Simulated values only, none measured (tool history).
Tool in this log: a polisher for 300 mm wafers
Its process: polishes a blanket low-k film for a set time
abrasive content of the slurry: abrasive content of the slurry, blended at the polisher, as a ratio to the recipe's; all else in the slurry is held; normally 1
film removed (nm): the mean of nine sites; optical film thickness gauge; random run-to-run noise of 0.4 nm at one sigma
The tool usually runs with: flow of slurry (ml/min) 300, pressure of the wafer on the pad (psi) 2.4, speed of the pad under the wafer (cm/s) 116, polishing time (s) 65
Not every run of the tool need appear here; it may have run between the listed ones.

run	hour	flow of slurry (ml/min)	pressure of the wafer on the pad (psi)	speed of the pad under the wafer (cm/s)	abrasive content of the slurry	polishing time (s)	incoming thickness of the incoming film, nm	film removed (nm)
1	0	300	2.4	140	1.1	65	774.6	48.3
# hour 25.6: worn pad replaced by a new one
# hour 33.1: slurry blender recalibrated
2	60.3	300	2.4	140	1.1	65	760.1	46.4
# hour 86.3: slurry nozzle cleaned
3	117.2	300	2.4	86	0.85	65	747.6	30
# hour 150.2: conditioning disc replaced and pad reconditioned
# hour 204.7: worn pad replaced by a new one
4	207	300	2.4	86	0.85	65	745.8	29.9
# hour 212.4: slurry blender recalibrated
5	255.5	300	2.4	86	0.85	65	750.6	28.8
6	333	300	2.4	116	1	65	769.1	38.8
# hour 381.5: slurry nozzle cleaned
# hour 387.1: worn pad replaced by a new one, of another model than before
7	387.6	300	2.4	116	1	65	774	41.6
# hour 392.4: slurry blender recalibrated
# hour 418.3: head pressure recalibrated
8	419.9	300	2.9	116	1	65	765.6	48.5
# hour 470.9: conditioning disc replaced and pad reconditioned
9	505.2	350	2.4	152	0.7	81	759.8	47.9
# hour 580: worn pad replaced by a new one
# hour 596.5: slurry blender recalibrated
10	606.9	300	2.4	96	1	65	765.1	34.3
11	693.4	300	2.2	116	0.75	65	762.8	25.8
# hour 751.2: slurry nozzle cleaned
# hour 758: worn pad replaced by a new one
# hour 784: conditioning disc replaced and pad reconditioned
# hour 791.1: slurry blender recalibrated
12	794	300	2.4	116	1	65	754.9	40.6
13	865.2	300	1.9	116	1	65	760.8	31.7
14	913.5	300	2.4	86	0.85	65	755.6	32.4
# hour 946.7: worn pad replaced by a new one
15	969.9	240	2.4	96	1	65	747.5	30.7
16	1008.4	255	1.7	116	1.25	57	758.2	21.8

What if the next run were any one of these 3? Each begins from the tool's condition after run 16:
A	1008.9	300	2.4	116	1	65	758.5	?
B	1008.9	340	2.4	102	1.25	46	758.5	?
C	1008.9	380	2	116	1	65	758.5	?

run	film removed (nm)
A	35.4
B	27.6
C	32
Take away the tool's hidden state, keep each run's random variation, and the runs would have read:
run	film removed (nm)
A	41.6
B	31.4
C	35.8

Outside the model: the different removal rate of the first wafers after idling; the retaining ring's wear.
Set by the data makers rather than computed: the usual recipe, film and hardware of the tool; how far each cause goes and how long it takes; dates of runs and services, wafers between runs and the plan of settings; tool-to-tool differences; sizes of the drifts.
